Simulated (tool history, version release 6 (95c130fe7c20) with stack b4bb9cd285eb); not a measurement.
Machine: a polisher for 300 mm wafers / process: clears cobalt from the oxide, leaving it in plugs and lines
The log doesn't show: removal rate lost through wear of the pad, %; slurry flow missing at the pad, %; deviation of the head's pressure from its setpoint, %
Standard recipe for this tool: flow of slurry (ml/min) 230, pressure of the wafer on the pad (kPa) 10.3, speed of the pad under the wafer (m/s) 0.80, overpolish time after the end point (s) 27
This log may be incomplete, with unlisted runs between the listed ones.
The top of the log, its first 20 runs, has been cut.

| run | day | flow of slurry (ml/min) | pressure of the wafer on the pad (kPa) | speed of the pad under the wafer (m/s) | overpolish time after the end point (s) | wafers since the last listed run | wafers polished on this pad | hours since the slurry nozzle was cleaned | hours since the head pressure was calibrated | incoming thickness of the incoming film, nm | time until the end point was called (s) | dishing of a wide line in a test structure (angstrom) |
|---|---|---|---|---|---|---|---|---|---|---|---|---|
| 21 | 22.121 | 175 | 9.0 | 0.80 | 27 | 125 | 673 | 331.7 | 258.2 | 168.0 | 62.8 | 292 |
| 22 | 22.833 | 295 | 9.0 | 0.80 | 23 | 127 | 800 | 348.8 | 275.3 | 168.8 | 59.8 | 283 |
| 23 | 23.608 | 180 | 6.9 | 0.80 | 27 | 138 | 938 | 367.4 | 293.9 | 171.4 | 73.1 | 270 |
|  | 23.771 | head pressure recalibrated |
| 24 | 24.883 | 230 | 10.3 | 0.80 | 27 | 212 | 1150 | 398.0 | 26.7 | 172.9 | 59.7 | 287 |
| 25 | 28.183 | 230 | 10.3 | 0.80 | 27 | 588 | 1739 | 477.2 | 105.9 | 168.6 | 54.8 | 301 |
|  | 28.438 | worn pad replaced by a new one |
| 26 | 29.283 | 200 | 13.1 | 0.96 | 33 | 166 | 150 | 503.6 | 132.3 | 166.8 | 41.6 | 326 |
| 27 | 30.667 | 230 | 10.3 | 0.80 | 27 | 246 | 397 | 536.8 | 165.5 | 169.4 | 56.1 | 303 |
| 28 | 31.950 | 230 | 10.3 | 0.80 | 27 | 228 | 626 | 567.6 | 196.3 | 167.3 | 56.0 | 292 |
| 29 | 32.525 | 230 | 10.3 | 0.80 | 27 | 102 | 729 | 581.4 | 210.1 | 172.2 | 58.0 | 289 |
| 30 | 33.458 | 180 | 10.3 | 0.80 | 27 | 166 | 895 | 603.8 | 232.5 | 168.1 | 58.0 | 295 |
| 31 | 34.817 | 295 | 10.3 | 1.02 | 27 | 242 | 1137 | 636.4 | 265.1 | 168.5 | 44.5 | 325 |
| 32 | 35.396 | 160 | 12.4 | 0.54 | 27 | 103 | 1241 | 650.3 | 279.0 | 170.1 | 75.6 | 273 |
| 33 | 36.446 | 265 | 9.0 | 1.08 | 16 | 187 | 1428 | 675.5 | 304.2 | 169.6 | 45.9 | 274 |
| 34 | 37.608 | 230 | 10.3 | 1.08 | 27 | 207 | 1635 | 703.4 | 332.1 | 170.9 | 42.6 | 319 |
|  | 38.696 | head pressure recalibrated |
| 35 | 38.892 | 230 | 10.3 | 0.80 | 27 | 213 | 1849 | 734.2 | 4.7 | 167.6 | 55.5 | 308 |

4 ways to go on from here, each from the tool as it stands after run 35. What would each give?
| A | 38.908 | 230 | 10.3 | 0.80 | 27 | 2 | 1852 | 734.6 | 5.1 | 169.7 | ? | ? |
| B | 38.908 | 190 | 10.3 | 0.66 | 27 | 2 | 1852 | 734.6 | 5.1 | 169.7 | ? | ? |
| C | 38.908 | 230 | 10.3 | 0.54 | 27 | 2 | 1852 | 734.6 | 5.1 | 169.7 | ? | ? |
| D | 38.908 | 160 | 10.3 | 0.80 | 37 | 2 | 1852 | 734.6 | 5.1 | 169.7 | ? | ? |

| run | time until the end point was called (s) | dishing of a wide line in a test structure (angstrom) |
|---|---|---|
| A | 56.3 | 304 |
| B | 68.8 | 286 |
| C | 81.3 | 269 |
| D | 58.6 | 323 |
Take away the tool's hidden state, keep each run's random variation, and the runs would have read:
| run | time until the end point was called (s) | dishing of a wide line in a test structure (angstrom) |
|---|---|---|
| A | 56.3 | 304 |
| B | 68.8 | 286 |
| C | 81.3 | 269 |
| D | 58.6 | 323 |
